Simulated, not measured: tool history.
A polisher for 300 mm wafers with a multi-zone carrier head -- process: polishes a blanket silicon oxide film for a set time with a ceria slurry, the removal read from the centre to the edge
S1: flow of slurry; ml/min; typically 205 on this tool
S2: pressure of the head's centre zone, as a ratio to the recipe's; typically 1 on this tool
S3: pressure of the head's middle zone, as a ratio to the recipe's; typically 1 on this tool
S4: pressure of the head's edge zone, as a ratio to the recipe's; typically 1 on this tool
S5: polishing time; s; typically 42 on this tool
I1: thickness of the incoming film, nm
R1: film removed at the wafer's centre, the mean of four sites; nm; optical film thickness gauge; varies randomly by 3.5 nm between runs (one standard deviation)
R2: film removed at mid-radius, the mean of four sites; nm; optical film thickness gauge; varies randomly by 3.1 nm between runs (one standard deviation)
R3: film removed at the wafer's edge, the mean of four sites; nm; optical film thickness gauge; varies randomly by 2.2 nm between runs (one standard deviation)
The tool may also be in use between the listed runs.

run 1 hour=0 | S1=205 S2=1 S3=1 S4=1 S5=42 | I1=1537.1 | R1=229.3 R2=232.6 R3=238.9
run 2 hour=14.3 | S1=170 S2=1 S3=1 S4=0.97 S5=42 | I1=1527.1 | R1=221.1 R2=227.9 R3=226.7
run 3 hour=22 | S1=170 S2=1 S3=1 S4=0.97 S5=42 | I1=1543.7 | R1=217.7 R2=223.4 R3=226.8
run 4 hour=52.1 | S1=205 S2=1 S3=1 S4=1 S5=42 | I1=1516.1 | R1=222.5 R2=219.5 R3=224.8
-- hour=62.2 edge zone pressure recalibrated
run 5 hour=67.2 | S1=205 S2=1 S3=1 S4=1 S5=42 | I1=1529.1 | R1=209.7 R2=212.9 R3=218.5
run 6 hour=75.8 | S1=205 S2=1.09 S3=1 S4=1 S5=42 | I1=1543.3 | R1=223.9 R2=209.7 R3=210.6
-- hour=81.3 worn pad replaced by a new one
run 7 hour=88.4 | S1=155 S2=0.89 S3=0.88 S4=1 S5=38 | I1=1513.7 | R1=176 R2=184.3 R3=202.6
run 8 hour=94.7 | S1=145 S2=1.06 S3=1 S4=0.94 S5=35 | I1=1518.2 | R1=187.8 R2=181.8 R3=181.7
run 9 hour=101.1 | S1=205 S2=1.11 S3=1.1 S4=1.04 S5=42 | I1=1525.8 | R1=253.6 R2=254.5 R3=238.4
run 10 hour=117.3 | S1=185 S2=0.94 S3=0.88 S4=0.9 S5=42 | I1=1507.3 | R1=212 R2=205.4 R3=220.1
-- hour=131.4 centre zone pressure recalibrated
run 11 hour=134.7 | S1=205 S2=0.95 S3=1 S4=1.08 S5=42 | I1=1522.5 | R1=207.2 R2=228.6 R3=238.6
run 12 hour=146.3 | S1=150 S2=1 S3=1 S4=0.9 S5=42 | I1=1506.6 | R1=203.4 R2=206.3 R3=204.6
run 13 hour=159.6 | S1=205 S2=1 S3=1 S4=1 S5=42 | I1=1513.9 | R1=207.2 R2=211.4 R3=219.3
-- hour=169.1 worn pad replaced by a new one
-- hour=169.8 carrier head's membrane replaced by a new one
run 14 hour=172.7 | S1=205 S2=1 S3=1 S4=1 S5=42 | I1=1532.7 | R1=231.3 R2=230.5 R3=234.8
run 15 hour=187.1 | S1=160 S2=1 S3=0.91 S4=1 S5=47 | I1=1516.7 | R1=247.7 R2=230.9 R3=253.2
run 16 hour=195.9 | S1=225 S2=1 S3=1 S4=1 S5=47 | I1=1528.5 | R1=263.4 R2=264.3 R3=260.4
run 17 hour=202.5 | S1=205 S2=1 S3=1.11 S4=1 S5=42 | I1=1517 | R1=220.5 R2=246.5 R3=232.3
run 18 hour=217.4 | S1=205 S2=1 S3=1 S4=1 S5=42 | I1=1532.8 | R1=216.8 R2=223.1 R3=228.4
run 19 hour=224.4 | S1=205 S2=1.08 S3=1.11 S4=0.97 S5=52 | I1=1555.3 | R1=288.2 R2=295.6 R3=276.4
run 20 hour=234.7 | S1=205 S2=1.11 S3=1.1 S4=1 S5=42 | I1=1552.7 | R1=236.6 R2=236 R3=220
run 21 hour=251.7 | S1=160 S2=0.96 S3=1.11 S4=1 S5=52 | I1=1545.6 | R1=229.8 R2=265.1 R3=253.5
run 22 hour=267.4 | S1=205 S2=1 S3=1 S4=1 S5=42 | I1=1535.9 | R1=197 R2=197.8 R3=201.4
-- hour=276.1 worn pad replaced by a new one
run 23 hour=314.4 | S1=205 S2=1 S3=1 S4=1 S5=42 | I1=1506.7 | R1=210.5 R2=219.9 R3=223.5

Each row is a separate what-if for the run after 23, all from the same tool condition, not one after another. Results?
run A hour=314.8 | S1=205 S2=1 S3=1.06 S4=1 S5=42 | I1=1535.2 | R1=? R2=? R3=?
run B hour=314.8 | S1=245 S2=1.09 S3=0.9 S4=1 S5=46 | I1=1535.2 | R1=? R2=? R3=?
run C hour=314.8 | S1=205 S2=0.94 S3=1 S4=1 S5=42 | I1=1535.2 | R1=? R2=? R3=?

run=A R1=219.5 R2=238 R3=228
run=B R1=271.4 R2=234.4 R3=256.1
run=C R1=206.1 R2=226.6 R3=228.2
With no hidden state in the tool, these same runs would have given:
run=A R1=237.5 R2=256.3 R3=242.9
run=B R1=291.3 R2=250.7 R3=271.6
run=C R1=223 R2=244 R3=243.1
